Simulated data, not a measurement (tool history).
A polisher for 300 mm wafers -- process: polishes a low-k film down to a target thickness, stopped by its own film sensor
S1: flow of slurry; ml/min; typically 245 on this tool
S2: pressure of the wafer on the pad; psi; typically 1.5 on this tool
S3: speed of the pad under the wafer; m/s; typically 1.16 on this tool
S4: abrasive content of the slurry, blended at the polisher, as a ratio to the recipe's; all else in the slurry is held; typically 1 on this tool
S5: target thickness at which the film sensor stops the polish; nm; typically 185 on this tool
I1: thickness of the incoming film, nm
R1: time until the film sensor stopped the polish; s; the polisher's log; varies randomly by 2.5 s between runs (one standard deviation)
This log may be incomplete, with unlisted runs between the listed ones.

run,day,S1,S2,S3,S4,S5,I1,R1
1,0,245,1.5,1.16,1,185,241.9,139.4
2,1.146,245,1.5,1.16,1,185,237.1,124.3
# day 3.479: worn pad replaced by a new one
3,3.5,245,1.5,1.16,1,185,243.9,141.9
# day 4.971: slurry nozzle cleaned
# day 9.258: head pressure recalibrated
# day 10.15: slurry blender recalibrated
4,11.2,245,1.5,1.16,1,185,238.5,127.3
5,13.329,245,1.5,1.16,1,185,241.7,141.4
# day 17.912: conditioning disc replaced and pad reconditioned
# day 21.575: worn pad replaced by a new one
6,21.725,245,1.5,1.16,1,185,242.8,139
7,28.8,245,1.5,1.16,1,185,238.8,126.6
# day 29.958: slurry blender recalibrated
8,31.725,245,1.5,1.02,0.85,185,238.8,159.9
# day 33.433: slurry nozzle cleaned
# day 34.062: conditioning disc replaced and pad reconditioned
9,34.312,245,1.5,1.02,0.85,185,239.5,155.3
10,36.533,245,1.5,1.16,1,185,240.3,137.8
11,38.808,245,1.5,1.16,1,185,236.5,128.5
12,39.962,245,1.7,0.96,1,185,237,131.7
# day 41.5: worn pad replaced by a new one
# day 44.779: head pressure recalibrated
# day 48.462: slurry blender recalibrated
13,48.688,310,1.5,1.16,1,171,241.4,175.6
14,51.25,160,1.5,1,1.3,185,238.1,133.2
# day 53.088: conditioning disc replaced and pad reconditioned
15,53.388,245,1.7,1.16,1,202,242.6,86.1
16,54.983,245,1.5,1.16,1,185,240.2,138.7
17,56.567,245,1,1.54,1.2,185,238,142.9
# day 57.696: worn pad replaced by a new one
18,59.412,275,1.5,1.16,1,185,237.7,124.1
# day 60.967: slurry nozzle cleaned
19,61.3,195,1.5,1.5,0.9,174,236.4,131.2
20,66.225,245,1.5,1.16,1,185,243.9,140.9
21,68.083,315,1.8,1.34,1,200,238.5,68
# day 69.883: slurry blender recalibrated
22,69.904,245,1.5,1.16,1,176,237.9,151.1
# day 71.067: conditioning disc replaced and pad reconditioned
23,71.562,295,1.5,0.86,1,177,237.7,187.6
24,74.117,245,1.7,1.16,1,195,238.1,95
25,75.7,245,1.2,1.16,1,193,242.3,151.7
# day 77.583: worn pad replaced by a new one
26,78.583,315,1.5,1.52,1,185,238.7,106.5

Below are 3 alternative next runs, each starting from the tool's condition after run 26. Predict each:
A,78.604,245,1.5,1.16,1,185,239.2,?
B,78.604,245,1.4,1.16,1,185,239.2,?
C,78.604,245,1.2,1.16,1,185,239.2,?

run,R1
A,131.4
B,140.8
C,164.2
Stripped of hidden state, with their random variation kept, the same runs would have yielded:
run,R1
A,131.4
B,140.8
C,164.2
